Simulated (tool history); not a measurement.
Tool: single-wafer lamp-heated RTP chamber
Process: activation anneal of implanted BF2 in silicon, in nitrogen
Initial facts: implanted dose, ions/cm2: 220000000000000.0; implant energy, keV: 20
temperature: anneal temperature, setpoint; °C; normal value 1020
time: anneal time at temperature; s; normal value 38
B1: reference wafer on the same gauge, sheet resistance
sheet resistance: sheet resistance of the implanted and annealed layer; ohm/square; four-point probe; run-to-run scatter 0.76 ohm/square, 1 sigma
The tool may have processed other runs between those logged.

Run 1, day 0.000: usual settings; B1 445.14. Result: sheet resistance 504.94 ohm/square.
Run 2, day 1.612: usual settings; B1 445.43. Result: sheet resistance 506.50 ohm/square.
Run 3, day 3.292: usual settings; B1 445.53. Result: sheet resistance 505.65 ohm/square.
Run 4, day 6.083: usual settings; B1 445.61. Result: sheet resistance 506.55 ohm/square.
At day 9.146: reflector plate cleaned.
Run 5, day 9.512: usual settings; B1 445.79. Result: sheet resistance 506.84 ohm/square.
Run 6, day 11.750: usual settings; B1 445.99. Result: sheet resistance 505.76 ohm/square.
At day 14.658: pyrometer window cleaned and pyrometer calibrated.
Run 7, day 15.350: usual settings; B1 445.86. Result: sheet resistance 507.56 ohm/square.
Run 8, day 18.383: usual settings; B1 446.43. Result: sheet resistance 507.74 ohm/square.
Run 9, day 21.117: usual settings; B1 446.33. Result: sheet resistance 506.22 ohm/square.
Run 10, day 24.492: usual settings; B1 446.81. Result: sheet resistance 507.40 ohm/square.
Run 11, day 28.246: usual settings; B1 446.97. Result: sheet resistance 507.76 ohm/square.
Run 12, day 32.454: usual settings; B1 447.44. Result: sheet resistance 507.02 ohm/square.
At day 35.025: pyrometer window cleaned and pyrometer calibrated.
Run 13, day 35.750: usual settings; B1 447.76. Result: sheet resistance 508.74 ohm/square.
At day 35.929: gauge calibrated.
At day 37.992: reflector plate cleaned.
Run 14, day 38.662: usual settings but temperature 990 °C, time 32 s; B1 444.22. Result: sheet resistance 508.29 ohm/square.
Run 15, day 40.796: usual settings but temperature 1031 °C, time 29 s; B1 444.12. Result: sheet resistance 505.77 ohm/square.
Run 16, day 43.121: usual settings but temperature 1042 °C, time 17 s; B1 444.01. Result: sheet resistance 510.21 ohm/square.
Run 17, day 46.304: usual settings; B1 444.19. Result: sheet resistance 504.64 ohm/square.
Run 18, day 50.267: usual settings but time 30 s; B1 443.95. Result: sheet resistance 507.70 ohm/square.
At day 54.904: pyrometer window cleaned and pyrometer calibrated.
Run 19, day 60.683: usual settings but temperature 1046 °C, time 21 s; B1 444.54. Result: sheet resistance 508.16 ohm/square.
Run 20, day 63.079: usual settings but time 54 s; B1 444.78. Result: sheet resistance 499.68 ohm/square.
At day 65.104: reflector plate cleaned.
Run 21, day 65.467: usual settings but temperature 1040 °C, time 24 s; B1 444.37. Result: sheet resistance 507.68 ohm/square.
Run 22, day 69.188: usual settings; B1 444.43. Result: sheet resistance 504.93 ohm/square.
Run 23, day 73.400: usual settings but temperature 1007 °C, time 22 s; B1 444.68. Result: sheet resistance 511.19 ohm/square.
At day 74.875: pyrometer window cleaned and pyrometer calibrated.
Run 24, day 76.883: usual settings but time 51 s; B1 444.75. Result: sheet resistance 500.77 ohm/square.
Run 25, day 79.288: usual settings but temperature 1031 °C, time 44 s; B1 445.24. Result: sheet resistance 500.66 ohm/square.

The same runs without the tool's hidden state, with the same run-to-run variation:
Hidden conditions of the tool in this case: true wafer temperature minus pyrometer reading, K; wafer temperature error from the tarnished reflector plate, K; gauge reads high (%).
run  sheet resistance
  1            503.46
  2            504.92
  3            503.97
  4            504.70
  5            504.77
  6            503.54
  7            505.08
  8            505.04
  9            503.32
 10            504.23
 11            504.28
 12            503.18
 13            504.60
 14            508.12
 15            505.59
 16            510.01
 17            504.41
 18            507.42
 19            507.69
 20            499.16
 21            507.09
 22            504.23
 23            510.34
 24            499.79
 25            499.60
